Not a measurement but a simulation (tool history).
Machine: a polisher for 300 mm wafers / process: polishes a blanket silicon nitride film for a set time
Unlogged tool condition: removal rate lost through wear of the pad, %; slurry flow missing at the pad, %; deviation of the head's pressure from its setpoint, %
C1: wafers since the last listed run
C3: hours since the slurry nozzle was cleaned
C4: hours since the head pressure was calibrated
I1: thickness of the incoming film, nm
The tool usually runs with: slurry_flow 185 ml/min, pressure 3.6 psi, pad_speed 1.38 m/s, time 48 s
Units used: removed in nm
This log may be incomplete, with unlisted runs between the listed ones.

run 1 hour=0.0 | slurry_flow=185 pressure=4.3 pad_speed=1.38 time=48 | C1=0 wafers_polished_on_this_pad=56 C3=135.8 C4=619.3 | I1=388.0 | removed=106.9
run 2 hour=22.1 | slurry_flow=185 pressure=4.3 pad_speed=1.38 time=48 | C1=346 wafers_polished_on_this_pad=403 C3=157.9 C4=641.4 | I1=390.9 | removed=105.2
run 3 hour=37.5 | slurry_flow=185 pressure=4.3 pad_speed=1.38 time=48 | C1=241 wafers_polished_on_this_pad=644 C3=173.3 C4=656.8 | I1=394.9 | removed=106.3
run 4 hour=68.3 | slurry_flow=185 pressure=3.6 pad_speed=1.38 time=52 | C1=482 wafers_polished_on_this_pad=1127 C3=204.1 C4=687.6 | I1=388.1 | removed=93.4
run 5 hour=93.1 | slurry_flow=185 pressure=3.6 pad_speed=1.38 time=52 | C1=388 wafers_polished_on_this_pad=1516 C3=228.9 C4=712.4 | I1=387.3 | removed=92.1
run 6 hour=109.7 | slurry_flow=185 pressure=3.6 pad_speed=1.38 time=52 | C1=260 wafers_polished_on_this_pad=1776 C3=245.5 C4=729.0 | I1=389.8 | removed=93.7
run 7 hour=144.7 | slurry_flow=215 pressure=4.2 pad_speed=1.38 time=48 | C1=548 wafers_polished_on_this_pad=2325 C3=280.5 C4=764.0 | I1=393.0 | removed=103.6
-- hour=150.8 worn pad replaced by a new one
run 8 hour=171.2 | slurry_flow=215 pressure=4.2 pad_speed=1.38 time=48 | C1=352 wafers_polished_on_this_pad=319 C3=307.0 C4=790.5 | I1=385.5 | removed=103.8
run 9 hour=202.9 | slurry_flow=220 pressure=4.6 pad_speed=1.38 time=48 | C1=497 wafers_polished_on_this_pad=816 C3=338.7 C4=822.2 | I1=390.7 | removed=115.2
run 10 hour=246.6 | slurry_flow=185 pressure=3.2 pad_speed=1.38 time=48 | C1=685 wafers_polished_on_this_pad=1501 C3=382.4 C4=865.9 | I1=391.3 | removed=76.2
run 11 hour=262.9 | slurry_flow=185 pressure=3.2 pad_speed=1.38 time=48 | C1=255 wafers_polished_on_this_pad=1757 C3=398.7 C4=882.2 | I1=396.0 | removed=77.8
run 12 hour=276.6 | slurry_flow=185 pressure=3.6 pad_speed=1.38 time=48 | C1=214 wafers_polished_on_this_pad=1972 C3=412.4 C4=895.9 | I1=386.5 | removed=87.9
-- hour=287.4 worn pad replaced by a new one
run 13 hour=312.4 | slurry_flow=185 pressure=3.6 pad_speed=1.38 time=48 | C1=498 wafers_polished_on_this_pad=391 C3=448.2 C4=931.7 | I1=389.0 | removed=88.0
run 14 hour=335.6 | slurry_flow=185 pressure=3.6 pad_speed=1.38 time=48 | C1=363 wafers_polished_on_this_pad=755 C3=471.4 C4=954.9 | I1=398.2 | removed=87.6
run 15 hour=369.7 | slurry_flow=185 pressure=3.6 pad_speed=1.38 time=48 | C1=534 wafers_polished_on_this_pad=1289 C3=505.5 C4=989.0 | I1=387.6 | removed=87.8
run 16 hour=394.7 | slurry_flow=185 pressure=3.6 pad_speed=1.38 time=53 | C1=392 wafers_polished_on_this_pad=1681 C3=530.5 C4=1014.0 | I1=384.3 | removed=94.8
run 17 hour=409.7 | slurry_flow=185 pressure=3.6 pad_speed=1.38 time=48 | C1=235 wafers_polished_on_this_pad=1917 C3=545.5 C4=1029.0 | I1=390.3 | removed=86.4
-- hour=422.0 head pressure recalibrated
-- hour=438.2 worn pad replaced by a new one
run 18 hour=438.9 | slurry_flow=140 pressure=2.5 pad_speed=1.84 time=63 | C1=363 wafers_polished_on_this_pad=11 C3=574.7 C4=16.9 | I1=388.9 | removed=108.3
run 19 hour=451.5 | slurry_flow=185 pressure=3.0 pad_speed=1.38 time=55 | C1=197 wafers_polished_on_this_pad=208 C3=587.3 C4=29.5 | I1=388.0 | removed=94.6
run 20 hour=478.9 | slurry_flow=140 pressure=3.6 pad_speed=1.66 time=48 | C1=429 wafers_polished_on_this_pad=638 C3=614.7 C4=56.9 | I1=386.3 | removed=111.3
run 21 hour=497.3 | slurry_flow=210 pressure=3.6 pad_speed=1.38 time=48 | C1=288 wafers_polished_on_this_pad=927 C3=633.1 C4=75.3 | I1=388.4 | removed=98.6
-- hour=517.1 slurry nozzle cleaned
run 22 hour=526.4 | slurry_flow=185 pressure=4.4 pad_speed=1.38 time=60 | C1=440 wafers_polished_on_this_pad=1367 C3=9.3 C4=104.4 | I1=390.9 | removed=151.5
run 23 hour=545.0 | slurry_flow=185 pressure=4.1 pad_speed=1.38 time=42 | C1=291 wafers_polished_on_this_pad=1659 C3=27.9 C4=123.0 | I1=385.7 | removed=96.0
run 24 hour=579.2 | slurry_flow=250 pressure=4.1 pad_speed=1.12 time=53 | C1=536 wafers_polished_on_this_pad=2195 C3=62.1 C4=157.2 | I1=394.2 | removed=103.4
-- hour=597.7 worn pad replaced by a new one
run 25 hour=598.2 | slurry_flow=185 pressure=3.6 pad_speed=1.38 time=48 | C1=235 wafers_polished_on_this_pad=7 C3=81.1 C4=176.2 | I1=395.4 | removed=93.5
run 26 hour=616.6 | slurry_flow=130 pressure=3.6 pad_speed=1.38 time=64 | C1=288 wafers_polished_on_this_pad=296 C3=99.5 C4=194.6 | I1=384.1 | removed=120.7
run 27 hour=629.6 | slurry_flow=185 pressure=4.3 pad_speed=1.58 time=48 | C1=203 wafers_polished_on_this_pad=500 C3=112.5 C4=207.6 | I1=385.1 | removed=123.0
run 28 hour=661.2 | slurry_flow=220 pressure=2.8 pad_speed=1.24 time=53 | C1=495 wafers_polished_on_this_pad=995 C3=144.1 C4=239.2 | I1=389.7 | removed=74.6
run 29 hour=675.3 | slurry_flow=185 pressure=3.6 pad_speed=1.38 time=48 | C1=221 wafers_polished_on_this_pad=1216 C3=158.2 C4=253.3 | I1=386.5 | removed=93.3
run 30 hour=700.3 | slurry_flow=185 pressure=4.7 pad_speed=1.80 time=48 | C1=392 wafers_polished_on_this_pad=1608 C3=183.2 C4=278.3 | I1=387.0 | removed=148.1
-- hour=731.9 worn pad replaced by a new one
run 31 hour=732.4 | slurry_flow=185 pressure=3.6 pad_speed=1.38 time=48 | C1=440 wafers_polished_on_this_pad=7 C3=215.3 C4=310.4 | I1=391.7 | removed=92.4
run 32 hour=761.5 | slurry_flow=185 pressure=3.6 pad_speed=1.64 time=42 | C1=456 wafers_polished_on_this_pad=463 C3=244.4 C4=339.5 | I1=389.6 | removed=89.6

What if the next run were any one of these 4? Each begins from the tool's condition after run 32:
run A hour=761.9 | slurry_flow=185 pressure=3.6 pad_speed=1.38 time=48 | C1=6 wafers_polished_on_this_pad=469 C3=244.8 C4=339.9 | I1=391.5 | removed=?
run B hour=761.9 | slurry_flow=135 pressure=3.3 pad_speed=0.94 time=35 | C1=6 wafers_polished_on_this_pad=469 C3=244.8 C4=339.9 | I1=391.5 | removed=?
run C hour=761.9 | slurry_flow=185 pressure=3.6 pad_speed=1.14 time=34 | C1=6 wafers_polished_on_this_pad=469 C3=244.8 C4=339.9 | I1=391.5 | removed=?
run D hour=761.9 | slurry_flow=155 pressure=3.6 pad_speed=1.38 time=48 | C1=6 wafers_polished_on_this_pad=469 C3=244.8 C4=339.9 | I1=391.5 | removed=?

run=A removed=91.6
run=B removed=42.5
run=C removed=55.7
run=D removed=88.9
Without the tool's unlogged condition, the same runs would have read:
run=A removed=100.0
run=B removed=46.3
run=C removed=60.8
run=D removed=97.0
